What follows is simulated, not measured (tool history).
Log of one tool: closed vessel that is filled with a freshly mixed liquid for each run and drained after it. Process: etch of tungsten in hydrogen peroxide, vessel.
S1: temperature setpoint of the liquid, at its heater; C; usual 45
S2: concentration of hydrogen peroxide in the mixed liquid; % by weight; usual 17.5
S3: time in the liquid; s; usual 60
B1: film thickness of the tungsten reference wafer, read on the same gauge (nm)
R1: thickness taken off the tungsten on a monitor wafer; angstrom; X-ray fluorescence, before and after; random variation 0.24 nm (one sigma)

| run | day | S1 | S2 | S3 | B1 | R1 |
|---|---|---|---|---|---|---|
| 1 | 0 | 45 | 17.5 | 60 | 70.01 | 1065.9 |
| 2 | 0.554 | 45 | 17.5 | 60 | 69.98 | 1063.8 |
| 3 | 1.246 | 45 | 18.5 | 60 | 70.02 | 1093.8 |
| 4 | 1.567 | 45 | 18.5 | 60 | 70.02 | 1095 |
|  | 2.158 | thermometer replaced |
| 5 | 2.179 | 45 | 18.5 | 60 | 70 | 1299.6 |
| 6 | 2.554 | 45 | 17.5 | 60 | 70.01 | 1263.2 |
|  | 2.667 | new drum of peroxide connected |
| 7 | 2.996 | 45 | 17.5 | 60 | 70 | 1269.1 |

The next listed run, before its measurement:
| 8 | 3.408 | 45 | 17.5 | 60 | ? | ? |

B1: 69.98
R1: 1270.4 angstrom
Without the tool's hidden state the same run would have given R1 1214.8 angstrom.

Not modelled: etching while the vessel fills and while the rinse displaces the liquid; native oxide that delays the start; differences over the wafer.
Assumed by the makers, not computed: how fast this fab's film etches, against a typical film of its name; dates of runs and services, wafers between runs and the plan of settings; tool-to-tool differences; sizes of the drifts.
